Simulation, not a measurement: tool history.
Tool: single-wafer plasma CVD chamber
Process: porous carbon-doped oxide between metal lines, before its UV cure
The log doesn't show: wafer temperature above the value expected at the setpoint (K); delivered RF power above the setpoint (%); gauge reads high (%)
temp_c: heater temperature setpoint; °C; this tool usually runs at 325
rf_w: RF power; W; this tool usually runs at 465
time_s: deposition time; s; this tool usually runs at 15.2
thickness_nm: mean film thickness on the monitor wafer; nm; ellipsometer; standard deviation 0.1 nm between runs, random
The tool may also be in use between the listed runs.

| run | day | temp_c | rf_w | time_s | wafers since the last listed run | hours since the last thermocouple change | hours since the last RF generator calibration | hours since the showerhead was replaced | hours since the gauge calibration | read-back reference wafer on the same gauge, thickness_nm | thickness_nm |
|---|---|---|---|---|---|---|---|---|---|---|---|
| 1 | 0 | 315 | 465 | 15.2 | 0 | 2266.4 | 1869.1 | 3016.8 | 266.8 | 70.898 | 69.742 |
| 2 | 0.538 | 315 | 465 | 15.2 | 202 | 2279.3 | 1882 | 3029.7 | 279.7 | 70.865 | 69.549 |
| 3 | 1.258 | 335 | 465 | 15.2 | 271 | 2296.6 | 1899.3 | 3047 | 297 | 70.863 | 62.177 |
| 4 | 1.738 | 335 | 465 | 15.2 | 180 | 2308.1 | 1910.8 | 3058.5 | 308.5 | 70.927 | 62.342 |
| 5 | 2.354 | 316 | 465 | 15.2 | 232 | 2322.9 | 1925.6 | 3073.3 | 323.3 | 70.915 | 69.271 |
| 6 | 3.017 | 313 | 465 | 15.2 | 249 | 2338.8 | 1941.5 | 3089.2 | 339.2 | 70.924 | 70.431 |
| 7 | 3.658 | 313 | 465 | 15.2 | 241 | 2354.2 | 1956.9 | 3104.6 | 354.6 | 70.902 | 70.317 |
|  | 4.042 | gauge calibrated |
| 8 | 4.804 | 325 | 465 | 15.2 | 431 | 2381.7 | 1984.4 | 3132.1 | 18.3 | 70.901 | 65.704 |
| 9 | 5.196 | 325 | 405 | 15.2 | 147 | 2391.1 | 1993.8 | 3141.5 | 27.7 | 70.884 | 56.072 |
| 10 | 6.271 | 325 | 440 | 15.2 | 405 | 2416.9 | 2019.6 | 3167.3 | 53.5 | 70.926 | 61.861 |
| 11 | 6.975 | 325 | 440 | 15.2 | 265 | 2433.8 | 2036.5 | 3184.2 | 70.4 | 70.926 | 61.845 |
| 12 | 7.579 | 325 | 440 | 15.2 | 227 | 2448.3 | 2051 | 3198.7 | 84.9 | 70.917 | 61.745 |
| 13 | 8.121 | 325 | 465 | 13.2 | 204 | 2461.3 | 2064 | 3211.7 | 97.9 | 70.871 | 57.366 |
| 14 | 8.746 | 325 | 465 | 15.2 | 235 | 2476.3 | 2079 | 3226.7 | 112.9 | 70.864 | 65.999 |
| 15 | 9.075 | 325 | 465 | 15.2 | 124 | 2484.2 | 2086.9 | 3234.6 | 120.8 | 70.912 | 65.706 |
| 16 | 10.029 | 325 | 490 | 17.3 | 359 | 2507.1 | 2109.8 | 3257.5 | 143.7 | 70.898 | 78.915 |
| 17 | 10.533 | 332 | 465 | 17 | 190 | 2519.2 | 2121.9 | 3269.6 | 155.8 | 70.906 | 70.642 |
| 18 | 10.792 | 325 | 465 | 12.2 | 97 | 2525.4 | 2128.1 | 3275.8 | 162 | 70.919 | 53.283 |
| 19 | 11.217 | 314 | 415 | 12.6 | 160 | 2535.6 | 2138.3 | 3286 | 172.2 | 70.896 | 51.392 |
|  | 11.904 | showerhead replaced |
| 20 | 11.925 | 325 | 495 | 16.3 | 141 | 2552.6 | 2155.3 | 0.5 | 189.2 | 70.892 | 75.083 |
| 21 | 12.262 | 319 | 465 | 12.4 | 127 | 2560.7 | 2163.4 | 8.6 | 197.3 | 70.911 | 55.946 |
|  | 12.721 | RF generator calibrated |
| 22 | 12.767 | 325 | 490 | 18 | 64 | 2572.8 | 1.1 | 20.7 | 209.4 | 70.915 | 86.058 |
|  | 13.471 | thermocouple changed; heater temperature recalibrated |
| 23 | 13.492 | 331 | 465 | 15.2 | 147 | 0.5 | 18.5 | 38.1 | 226.8 | 70.872 | 65.37 |
| 24 | 13.983 | 325 | 465 | 15.2 | 185 | 12.3 | 30.3 | 49.9 | 238.6 | 70.901 | 67.528 |
| 25 | 14.65 | 325 | 465 | 15.2 | 251 | 28.3 | 46.3 | 65.9 | 254.6 | 70.908 | 67.32 |
| 26 | 15.125 | 325 | 465 | 15.2 | 179 | 39.7 | 57.7 | 77.3 | 266 | 70.906 | 67.288 |
| 27 | 15.683 | 325 | 465 | 15.2 | 210 | 53.1 | 71.1 | 90.7 | 279.4 | 70.886 | 67.087 |
| 28 | 16.25 | 340 | 385 | 15.2 | 213 | 66.7 | 84.7 | 104.3 | 293 | 70.882 | 50.152 |
| 29 | 16.729 | 325 | 465 | 15.2 | 180 | 78.2 | 96.2 | 115.8 | 304.5 | 70.884 | 67.12 |
| 30 | 17.275 | 336 | 465 | 18.2 | 205 | 91.3 | 109.3 | 128.9 | 317.6 | 70.908 | 75.286 |
| 31 | 17.771 | 319 | 465 | 15.2 | 186 | 103.2 | 121.2 | 140.8 | 329.5 | 70.921 | 69.171 |
| 32 | 18.462 | 312 | 465 | 17.1 | 260 | 119.8 | 137.8 | 157.4 | 346.1 | 70.891 | 80.459 |

Run 33 has not been measured yet. What should we expect?
|  | 18.754 | gauge calibrated |
| 33 | 18.938 | 325 | 425 | 16.1 | 179 | 131.2 | 149.2 | 168.8 | 4.4 | ? | ? |

For run 33 the tool returned read-back reference wafer on the same gauge, thickness_nm 70.875, thickness_nm 63.962 nm.
The same run, on a tool lacking any hidden state, would have yielded thickness_nm 65.183 nm.
